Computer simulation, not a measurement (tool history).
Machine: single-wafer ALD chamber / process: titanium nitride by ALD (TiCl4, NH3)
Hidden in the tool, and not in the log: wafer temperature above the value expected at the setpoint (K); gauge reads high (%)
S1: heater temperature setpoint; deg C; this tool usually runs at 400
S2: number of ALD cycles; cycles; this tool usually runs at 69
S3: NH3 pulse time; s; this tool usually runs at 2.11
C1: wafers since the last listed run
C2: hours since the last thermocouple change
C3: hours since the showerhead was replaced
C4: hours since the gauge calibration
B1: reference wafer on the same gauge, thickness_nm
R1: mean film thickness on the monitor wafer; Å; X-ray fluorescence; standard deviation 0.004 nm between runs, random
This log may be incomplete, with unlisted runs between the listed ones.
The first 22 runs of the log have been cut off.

run	hour	S1	S2	S3	C1	C2	C3	C4	B1	R1
23	308.6	404	69	2.11	28	165.6	175.8	292.5	1.697	16.40
24	317.7	400	69	2.11	25	174.7	184.9	301.6	1.697	16.30
25	325.2	400	78	2.11	20	182.2	192.4	309.1	1.697	18.46
26	335.6	396	59	1.64	29	192.6	202.8	319.5	1.698	13.81
# hour 336.6: gauge calibrated
27	346.2	410	58	1.81	29	203.2	213.4	9.6	1.686	13.60
28	353.8	400	79	1.78	21	210.8	221.0	17.2	1.687	18.50
29	364.7	411	77	2.42	30	221.7	231.9	28.1	1.687	18.19
30	374.6	400	69	2.11	27	231.6	241.8	38.0	1.686	16.19
31	390.1	400	69	2.11	43	247.1	257.3	53.5	1.686	16.18
32	411.5	388	59	1.71	59	268.5	278.7	74.9	1.688	13.64
33	423.7	400	75	1.49	34	280.7	290.9	87.1	1.689	17.40

Predict each of these 5 candidate next runs independently; none follows another, all start after run 33:
A	424.3	386	69	2.11	1	281.3	291.5	87.7	?	?
B	424.3	400	58	2.50	1	281.3	291.5	87.7	?	?
C	424.3	391	69	2.11	1	281.3	291.5	87.7	?	?
D	424.3	408	75	2.70	1	281.3	291.5	87.7	?	?
E	424.3	388	82	2.72	1	281.3	291.5	87.7	?	?

run	B1	R1
A	1.691	15.96
B	1.691	13.68
C	1.691	16.04
D	1.691	17.77
E	1.691	19.22
Without the tool's hidden state the same runs would have given:
run	R1
A	15.87
B	13.60
C	15.95
D	17.67
E	19.10
